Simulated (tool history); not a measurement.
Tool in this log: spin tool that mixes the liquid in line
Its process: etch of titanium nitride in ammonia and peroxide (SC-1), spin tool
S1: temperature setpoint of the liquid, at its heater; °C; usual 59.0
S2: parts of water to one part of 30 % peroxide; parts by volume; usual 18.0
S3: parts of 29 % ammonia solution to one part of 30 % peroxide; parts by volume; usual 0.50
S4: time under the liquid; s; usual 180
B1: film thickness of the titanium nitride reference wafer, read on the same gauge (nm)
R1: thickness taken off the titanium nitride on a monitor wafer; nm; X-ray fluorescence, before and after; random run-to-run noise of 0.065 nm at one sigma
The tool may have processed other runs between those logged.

| run | hour | S1 | S2 | S3 | S4 | B1 | R1 |
|---|---|---|---|---|---|---|---|
| 1 | 0.0 | 59.0 | 20.5 | 0.50 | 100 | 29.49 | 5.81 |
|  | 33.2 | new drum of ammonia solution connected |
| 2 | 70.4 | 59.0 | 18.0 | 0.40 | 180 | 29.37 | 10.86 |
| 3 | 143.8 | 59.0 | 18.0 | 0.50 | 180 | 29.21 | 11.12 |
| 4 | 181.1 | 59.0 | 18.0 | 0.50 | 180 | 29.19 | 11.28 |
| 5 | 253.7 | 59.0 | 18.0 | 0.50 | 180 | 29.08 | 11.05 |
| 6 | 330.2 | 59.0 | 18.0 | 0.50 | 180 | 29.07 | 11.18 |
|  | 392.4 | heated supply line repaired |
| 7 | 392.9 | 59.0 | 18.0 | 0.50 | 180 | 29.02 | 11.13 |
|  | 407.6 | thermometer replaced |
| 8 | 488.1 | 59.0 | 18.0 | 0.50 | 180 | 29.01 | 11.09 |
|  | 555.3 | ammonia flow meter replaced |
|  | 559.8 | new drum of ammonia solution connected |
| 9 | 565.3 | 59.0 | 18.0 | 0.50 | 180 | 28.94 | 11.08 |
| 10 | 659.5 | 65.5 | 12.0 | 0.35 | 110 | 28.91 | 12.02 |
| 11 | 766.3 | 64.0 | 15.0 | 0.50 | 210 | 28.90 | 19.71 |
|  | 768.2 | gauge calibrated |
| 12 | 856.9 | 59.0 | 14.0 | 0.50 | 180 | 29.45 | 12.75 |
| 13 | 924.4 | 59.0 | 18.0 | 0.50 | 100 | 29.29 | 6.22 |
| 14 | 1000.1 | 59.0 | 26.0 | 0.45 | 270 | 29.13 | 13.41 |
| 15 | 1086.8 | 59.0 | 18.0 | 0.50 | 180 | 29.00 | 11.08 |
| 16 | 1154.6 | 68.0 | 21.0 | 0.50 | 180 | 28.88 | 18.10 |

For each run, what was the tool's unlogged condition?
liquid colder than its thermometer reads (K): 0 across all the runs
ammonia flow above the setpoint (%): 0 across all the runs
temperature lost on the way to the wafer (K): 0 across all the runs
ammonia solution weaker than its label (%): 0 across all the runs
H1: gauge reads high (%)
| run | H1 |
|---|---|
| 1 | -1.67 |
| 2 | -2.12 |
| 3 | -2.5 |
| 4 | -2.66 |
| 5 | -2.92 |
| 6 | -3.14 |
| 7 | -3.29 |
| 8 | -3.46 |
| 9 | -3.57 |
| 10 | -3.67 |
| 11 | -3.75 |
| 12 | -1.84 |
| 13 | -2.42 |
| 14 | -2.94 |
| 15 | -3.41 |
| 16 | -3.69 |
